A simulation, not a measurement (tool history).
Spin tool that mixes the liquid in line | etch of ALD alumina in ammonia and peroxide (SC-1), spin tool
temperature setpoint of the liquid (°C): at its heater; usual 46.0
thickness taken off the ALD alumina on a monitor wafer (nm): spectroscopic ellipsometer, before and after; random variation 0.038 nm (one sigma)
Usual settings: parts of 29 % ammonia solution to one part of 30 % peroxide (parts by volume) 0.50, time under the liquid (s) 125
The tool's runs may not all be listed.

run,day,temperature setpoint of the liquid (°C),parts of 29 % ammonia solution to one part of 30 % peroxide (parts by volume),time under the liquid (s),"read-back film thickness of the ALD alumina reference wafer, read on the same gauge (nm)",thickness taken off the ALD alumina on a monitor wafer (nm)
1,0.000,46.0,0.50,85,139.99,4.97
2,0.512,46.0,0.50,125,139.98,7.40
3,1.158,46.0,0.50,125,140.01,7.41
4,1.821,46.0,0.50,125,140.02,7.40
5,2.508,46.0,0.50,125,140.02,7.37
6,3.021,46.0,0.50,125,140.00,7.48
# day 3.650: new drum of ammonia solution connected
7,3.750,46.0,0.50,125,140.00,7.38
8,4.158,38.0,0.65,185,139.97,7.14
9,4.571,54.5,0.50,125,140.01,11.84
10,4.825,46.0,0.50,75,140.02,4.43
11,5.483,46.0,0.50,155,139.99,9.19
# day 5.917: heated supply line repaired
12,5.938,38.0,0.40,125,140.00,4.53
# day 6.138: thermometer replaced
13,6.162,46.0,0.50,125,140.02,6.62
14,6.483,53.0,0.50,125,140.01,9.75
# day 6.529: gauge calibrated
15,7.154,46.0,0.35,125,140.01,6.41
16,7.867,52.0,0.50,125,140.00,9.33
# day 8.221: ammonia flow meter replaced
17,8.396,46.0,0.50,125,140.01,6.67
18,9.375,40.5,0.40,125,140.00,4.71
19,9.796,46.0,0.50,125,140.03,6.61
20,10.262,50.5,0.40,95,140.00,6.34
21,10.642,55.0,0.50,125,139.99,10.89
22,10.988,54.5,0.50,70,140.02,5.97
23,11.383,38.0,0.40,125,140.00,4.12
24,11.679,46.0,0.50,125,140.02,6.70
25,12.217,40.0,0.60,200,140.02,7.72

4 ways to go on from here, each from the tool as it stands after run 25. What would each give?
A,12.238,46.0,0.50,125,?,?
B,12.238,41.0,0.65,80,?,?
C,12.238,49.0,0.35,190,?,?
D,12.238,43.0,0.35,200,?,?

run,"read-back film thickness of the ALD alumina reference wafer, read on the same gauge (nm)",thickness taken off the ALD alumina on a monitor wafer (nm)
A,140.02,6.71
B,140.02,3.30
C,140.02,11.65
D,140.02,8.74
Without the tool's hidden state the same runs would have given:
run,thickness taken off the ALD alumina on a monitor wafer (nm)
A,6.52
B,3.21
C,11.33
D,8.49

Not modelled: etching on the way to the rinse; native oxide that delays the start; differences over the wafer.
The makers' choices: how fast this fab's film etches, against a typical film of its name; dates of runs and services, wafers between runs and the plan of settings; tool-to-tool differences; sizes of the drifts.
